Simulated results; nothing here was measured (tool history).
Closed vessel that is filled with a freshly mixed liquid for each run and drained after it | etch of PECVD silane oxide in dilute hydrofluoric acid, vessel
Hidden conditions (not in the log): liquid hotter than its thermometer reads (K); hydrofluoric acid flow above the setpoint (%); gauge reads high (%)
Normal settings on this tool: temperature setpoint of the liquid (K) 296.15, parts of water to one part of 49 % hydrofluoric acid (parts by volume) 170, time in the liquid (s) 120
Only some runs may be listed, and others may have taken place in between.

run,day,temperature setpoint of the liquid (K),parts of water to one part of 49 % hydrofluoric acid (parts by volume),time in the liquid (s),wafers since the last listed run,hours since the thermometer was replaced,hours since the hydrofluoric acid flow meter was replaced,hours since the gauge calibration,"read-back film thickness of the PECVD silane oxide reference wafer, read on the same gauge (nm)",thickness taken off the PECVD silane oxide on a monitor wafer (nm)
1,0,297.65,170,90,0,215.6,327.5,377.7,59.99,20.4
2,2.796,297.65,170,90,4684,282.7,394.6,444.8,60.03,20.2
3,8.096,297.65,170,90,8880,409.9,521.8,572,60.01,20.38
4,10.483,296.15,170,120,4000,467.2,579.1,629.3,60.01,25.5
5,13.754,296.15,170,120,5480,545.7,657.6,707.8,59.98,25.87
6,16.067,296.15,170,120,3874,601.2,713.1,763.3,60.03,25.81
# day 22.296: hydrofluoric acid flow meter replaced
7,25.912,296.15,170,120,16427,837.5,86.8,999.6,60.07,25.48
8,28.138,296.15,170,120,3728,890.9,140.2,1053,60.04,25.45
9,29.812,296.15,170,120,2806,931.1,180.4,1093.2,60.01,25.19
10,32.971,296.15,170,120,5292,1006.9,256.2,1169,59.96,25.96
# day 34.525: gauge calibrated
11,35.562,296.15,170,100,4342,1069.1,318.4,24.9,60.02,21.22
12,38.967,300.65,105,175,5703,1150.8,400.1,106.6,59.98,78.94
13,40.829,296.15,170,70,3120,1195.5,444.8,151.3,60.01,15.08
14,43.1,296.15,170,100,3804,1250,499.3,205.8,60.01,21.6
# day 44.512: thermometer replaced
15,47.212,294.65,130,90,6821,64.8,598,304.5,60,24.88
16,49.658,294.15,170,65,4098,123.5,656.7,363.2,60.01,13.03
17,52.133,294.65,170,120,4147,182.9,716.1,422.6,60.01,24.21
18,53.962,296.15,170,120,3064,226.8,760,466.5,60.03,25.96
# day 57.838: hydrofluoric acid flow meter replaced
19,58.454,294.15,215,65,7456,334.6,14.8,574.3,60.02,9.67
20,60.6,291.65,95,120,3595,386.1,66.3,625.8,60.02,41.21
21,64.1,294.15,170,160,5864,470.1,150.3,709.8,60.03,31.6
22,67.012,292.65,215,95,4880,540,220.2,779.7,59.99,13.27

Forecast each of these 5 alternatives for the next run:
A,67.042,296.15,170,120,48,540.7,220.9,780.4,?,?
B,67.042,299.65,170,190,48,540.7,220.9,780.4,?,?
C,67.042,294.65,120,165,48,540.7,220.9,780.4,?,?
D,67.042,298.65,170,120,48,540.7,220.9,780.4,?,?
E,67.042,298.15,245,100,48,540.7,220.9,780.4,?,?

run,"read-back film thickness of the PECVD silane oxide reference wafer, read on the same gauge (nm)",thickness taken off the PECVD silane oxide on a monitor wafer (nm)
A,59.97,25.52
B,59.97,46.07
C,59.97,49.53
D,59.97,28.04
E,59.97,14.67
The same runs, with their run-to-run variation unchanged, on a tool lacking any hidden condition would have given:
run,thickness taken off the PECVD silane oxide on a monitor wafer (nm)
A,25.3
B,45.66
C,49.12
D,27.8
E,14.54
